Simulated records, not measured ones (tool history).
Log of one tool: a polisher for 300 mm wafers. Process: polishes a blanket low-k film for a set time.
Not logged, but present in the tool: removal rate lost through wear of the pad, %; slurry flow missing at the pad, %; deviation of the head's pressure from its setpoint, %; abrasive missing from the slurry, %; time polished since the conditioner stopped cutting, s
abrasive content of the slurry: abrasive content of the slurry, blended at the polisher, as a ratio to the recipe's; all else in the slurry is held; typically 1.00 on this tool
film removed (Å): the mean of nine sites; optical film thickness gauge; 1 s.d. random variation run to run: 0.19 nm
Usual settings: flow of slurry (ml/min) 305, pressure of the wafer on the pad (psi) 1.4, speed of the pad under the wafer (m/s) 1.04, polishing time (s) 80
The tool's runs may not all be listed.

| run | hour | flow of slurry (ml/min) | pressure of the wafer on the pad (psi) | speed of the pad under the wafer (m/s) | abrasive content of the slurry | polishing time (s) | wafers since the last listed run | wafers polished on this pad | hours since the slurry nozzle was cleaned | hours since the head pressure was calibrated | hours since the slurry blender was calibrated | hours since the conditioning disc was replaced | incoming thickness of the incoming film, nm | film removed (Å) |
|---|---|---|---|---|---|---|---|---|---|---|---|---|---|---|
| 1 | 0.0 | 305 | 1.4 | 1.04 | 1.00 | 80 | 0 | 687 | 280.9 | 584.0 | 97.6 | 343.3 | 310.5 | 223 |
| 2 | 17.9 | 305 | 1.4 | 0.82 | 1.00 | 80 | 131 | 818 | 298.8 | 601.9 | 115.5 | 361.2 | 314.3 | 197 |
|  | 28.5 | slurry blender recalibrated |
| 3 | 31.7 | 305 | 1.4 | 1.04 | 1.00 | 80 | 86 | 904 | 312.6 | 615.7 | 3.2 | 375.0 | 306.8 | 222 |
| 4 | 38.7 | 305 | 1.4 | 1.04 | 1.00 | 80 | 51 | 956 | 319.6 | 622.7 | 10.2 | 382.0 | 308.2 | 223 |
| 5 | 45.4 | 305 | 1.4 | 1.04 | 1.00 | 80 | 49 | 1005 | 326.3 | 629.4 | 16.9 | 388.7 | 308.7 | 228 |
| 6 | 61.2 | 305 | 1.4 | 1.04 | 1.00 | 80 | 115 | 1120 | 342.1 | 645.2 | 32.7 | 404.5 | 309.0 | 224 |
| 7 | 71.8 | 305 | 1.4 | 1.12 | 1.00 | 80 | 77 | 1198 | 352.7 | 655.8 | 43.3 | 415.1 | 311.1 | 234 |
|  | 82.8 | worn pad replaced by a new one |
| 8 | 83.5 | 305 | 1.4 | 1.12 | 1.00 | 80 | 56 | 5 | 364.4 | 667.5 | 55.0 | 426.8 | 305.2 | 232 |
| 9 | 91.6 | 305 | 1.4 | 1.12 | 1.00 | 80 | 59 | 64 | 372.5 | 675.6 | 63.1 | 434.9 | 305.0 | 233 |
| 10 | 107.0 | 305 | 1.4 | 1.04 | 1.00 | 92 | 112 | 177 | 387.9 | 691.0 | 78.5 | 450.3 | 313.9 | 255 |
| 11 | 120.6 | 305 | 1.5 | 1.28 | 1.00 | 80 | 99 | 277 | 401.5 | 704.6 | 92.1 | 463.9 | 308.9 | 273 |
|  | 129.3 | slurry blender recalibrated |
|  | 130.8 | head pressure recalibrated |
| 12 | 131.3 | 305 | 1.5 | 1.28 | 1.00 | 80 | 52 | 329 | 412.2 | 0.5 | 2.0 | 474.6 | 310.6 | 273 |
| 13 | 142.6 | 305 | 1.4 | 1.14 | 1.00 | 80 | 82 | 412 | 423.5 | 11.8 | 13.3 | 485.9 | 309.9 | 238 |
|  | 147.1 | conditioning disc replaced and pad reconditioned |
| 14 | 152.0 | 305 | 1.4 | 1.04 | 0.70 | 80 | 54 | 466 | 432.9 | 21.2 | 22.7 | 4.9 | 314.9 | 172 |
| 15 | 161.7 | 305 | 1.4 | 1.04 | 0.75 | 80 | 71 | 537 | 442.6 | 30.9 | 32.4 | 14.6 | 308.1 | 185 |
| 16 | 177.4 | 400 | 1.4 | 0.78 | 1.20 | 63 | 114 | 652 | 458.3 | 46.6 | 48.1 | 30.3 | 312.1 | 170 |
| 17 | 184.9 | 305 | 1.4 | 1.04 | 1.00 | 65 | 54 | 707 | 465.8 | 54.1 | 55.6 | 37.8 | 311.6 | 183 |
| 18 | 197.3 | 305 | 1.4 | 1.04 | 1.10 | 80 | 90 | 798 | 478.2 | 66.5 | 68.0 | 50.2 | 315.6 | 235 |
| 19 | 224.7 | 305 | 1.9 | 1.04 | 1.25 | 80 | 200 | 998 | 505.6 | 93.9 | 95.4 | 77.6 | 308.5 | 342 |
| 20 | 232.0 | 305 | 1.4 | 1.04 | 1.00 | 80 | 53 | 1052 | 512.9 | 101.2 | 102.7 | 84.9 | 312.3 | 220 |
|  | 243.8 | slurry blender recalibrated |
|  | 247.0 | slurry nozzle cleaned |
|  | 247.9 | worn pad replaced by a new one |
| 21 | 248.4 | 405 | 1.4 | 0.82 | 1.15 | 102 | 91 | 3 | 1.4 | 117.6 | 4.6 | 101.3 | 307.7 | 272 |
| 22 | 259.9 | 305 | 1.0 | 1.04 | 1.00 | 80 | 84 | 87 | 12.9 | 129.1 | 16.1 | 112.8 | 315.2 | 159 |
| 23 | 275.6 | 305 | 1.4 | 1.26 | 1.00 | 80 | 114 | 202 | 28.6 | 144.8 | 31.8 | 128.5 | 312.2 | 247 |
| 24 | 288.1 | 340 | 1.0 | 1.04 | 1.00 | 80 | 91 | 294 | 41.1 | 157.3 | 44.3 | 141.0 | 305.9 | 161 |
| 25 | 308.2 | 235 | 1.4 | 1.04 | 0.85 | 80 | 147 | 441 | 61.2 | 177.4 | 64.4 | 161.1 | 304.6 | 198 |
| 26 | 316.0 | 305 | 1.4 | 1.04 | 1.00 | 80 | 57 | 498 | 69.0 | 185.2 | 72.2 | 168.9 | 309.0 | 224 |

Below are 4 alternative next runs, each starting from the tool's condition after run 26. Predict each:
| A | 316.4 | 225 | 1.4 | 1.04 | 1.00 | 80 | 2 | 501 | 69.4 | 185.6 | 72.6 | 169.3 | 310.5 | ? |
| B | 316.4 | 305 | 1.6 | 1.22 | 1.25 | 56 | 2 | 501 | 69.4 | 185.6 | 72.6 | 169.3 | 310.5 | ? |
| C | 316.4 | 305 | 1.4 | 1.30 | 1.00 | 80 | 2 | 501 | 69.4 | 185.6 | 72.6 | 169.3 | 310.5 | ? |
| D | 316.4 | 305 | 1.4 | 0.80 | 1.00 | 80 | 2 | 501 | 69.4 | 185.6 | 72.6 | 169.3 | 310.5 | ? |

| run | film removed (Å) |
|---|---|
| A | 218 |
| B | 221 |
| C | 255 |
| D | 194 |
Take away the tool's hidden state, keep each run's random variation, and the runs would have read:
| run | film removed (Å) |
|---|---|
| A | 218 |
| B | 221 |
| C | 255 |
| D | 194 |
